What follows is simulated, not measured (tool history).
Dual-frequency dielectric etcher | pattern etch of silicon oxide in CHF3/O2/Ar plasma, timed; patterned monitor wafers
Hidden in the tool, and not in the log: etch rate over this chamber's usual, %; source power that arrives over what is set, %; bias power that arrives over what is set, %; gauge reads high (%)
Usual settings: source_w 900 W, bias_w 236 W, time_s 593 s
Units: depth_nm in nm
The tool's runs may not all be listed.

run    hour  source_w  bias_w  time_s  wafers since the last listed run  hours since the last wet clean  hours since the last source power generator calibration  hours since the last bias power generator calibration  hours since the last upper electrode change  hours since the gauge calibration  read-back reference wafer on the same gauge, depth_nm  depth_nm
  1       0       900     236     593                                 0                            73.5                                                     1337                                                 4719.9                                       3286.7                              830.9                                                 1422.3      1323
  2    47.6       900     236     593                               193                           121.1                                                   1384.6                                                 4767.5                                       3334.3                              878.5                                                 1422.3    1338.3
  3    73.7       900     252     593                               106                           147.2                                                   1410.7                                                 4793.6                                       3360.4                              904.6                                                 1420.3    1373.3
  4   122.1       900     252     593                               197                           195.6                                                   1459.1                                                   4842                                       3408.8                                953                                                 1417.1    1401.9
  5     165       900     252     593                               174                           238.5                                                     1502                                                 4884.9                                       3451.7                              995.9                                                 1421.4    1392.1
  6   213.6       850     236     655                               197                           287.1                                                   1550.6                                                 4933.5                                       3500.3                             1044.5                                                 1420.6    1466.4
  7   255.5       740     236     593                               170                             329                                                   1592.5                                                 4975.4                                       3542.2                             1086.4                                                 1419.2    1302.7
  8     306       740     236     593                               205                           379.5                                                     1643                                                 5025.9                                       3592.7                             1136.9                                                 1417.3    1301.1
  9     341       740     236     593                               142                           414.5                                                     1678                                                 5060.9                                       3627.7                             1171.9                                                 1419.6    1305.9
      384.6  -- wet clean of the chamber
 10   404.1       900     236     593                               159                            19.5                                                   1741.1                                                   5124                                       3690.8                               1235                                                 1422.4    1316.1
 11   472.6       900     236     593                               279                              88                                                   1809.6                                                 5192.5                                       3759.3                             1303.5                                                   1418    1320.1
 12   499.5      1060     236     593                               109                           114.9                                                   1836.5                                                 5219.4                                       3786.2                             1330.4                                                   1420    1379.5
      527.5  -- source power generator calibrated
 13   546.6       900     236     686                               175                             162                                                     19.1                                                 5266.5                                       3833.3                             1377.5                                                 1419.6    1552.2
      567.8  -- gauge calibrated
 14   574.2       900     236     593                               112                           189.6                                                     46.7                                                 5294.1                                       3860.9                                6.4                                                 1420.5      1343
 15     633       770     236     593                               239                           248.4                                                    105.5                                                 5352.9                                       3919.7                               65.2                                                 1419.2    1285.6
      659.9  -- bias power generator calibrated
 16     689       900     186     422                               211                           304.4                                                    161.5                                                   29.1                                       3975.7                              121.2                                                 1420.9     838.8
 17   726.4       900     236     593                               152                           341.8                                                    198.9                                                   66.5                                       4013.1                              158.6                                                 1417.6    1357.3
 18   751.6       900     286     712                               102                             367                                                    224.1                                                   91.7                                       4038.3                              183.8                                                 1421.1    1805.5
      796.6  -- upper electrode replaced
 19   797.1       770     200     593                                87                           412.5                                                    269.6                                                  137.2                                          0.5                              229.3                                                   1419    1202.7
 20   863.1       900     236     593                               268                           478.5                                                    335.6                                                  203.2                                         66.5                              295.3                                                 1420.3    1386.3
      906.2  -- wet clean of the chamber
 21  1021.4       850     236     655                               547                           115.2                                                    493.9                                                  361.5                                        224.8                              453.6                                                 1418.9    1446.4
 22  1075.8      1060     236     593                               221                           169.6                                                    548.3                                                  415.9                                        279.2                                508                                                 1418.8    1404.2
 23  1119.4       900     236   648.5                               177                           213.2                                                    591.9                                                  459.5                                        322.8                              551.6                                                 1418.5    1483.4
 24  1184.1       900     262     593                               263                           277.9                                                    656.6                                                  524.2                                        387.5                              616.3                                                 1419.1    1421.3

Forecast each of these 3 alternatives for the next run:
  A  1184.7       900     236   680.5                                 2                           278.5                                                    657.2                                                  524.8                                        388.1                              616.9                                                      ?         ?
  B  1184.7      1110     291   682.5                                 2                           278.5                                                    657.2                                                  524.8                                        388.1                              616.9                                                      ?         ?
  C  1184.7      1080     197   422.5                                 2                           278.5                                                    657.2                                                  524.8                                        388.1                              616.9                                                      ?         ?

run  read-back reference wafer on the same gauge, depth_nm  depth_nm
  A                                                 1420.1    1551.7
  B                                                 1420.1    1846.3
  C                                                 1420.1     916.4
Without the tool's hidden state the same runs would have given:
run  depth_nm
  A    1506.6
  B    1792.7
  C     889.8
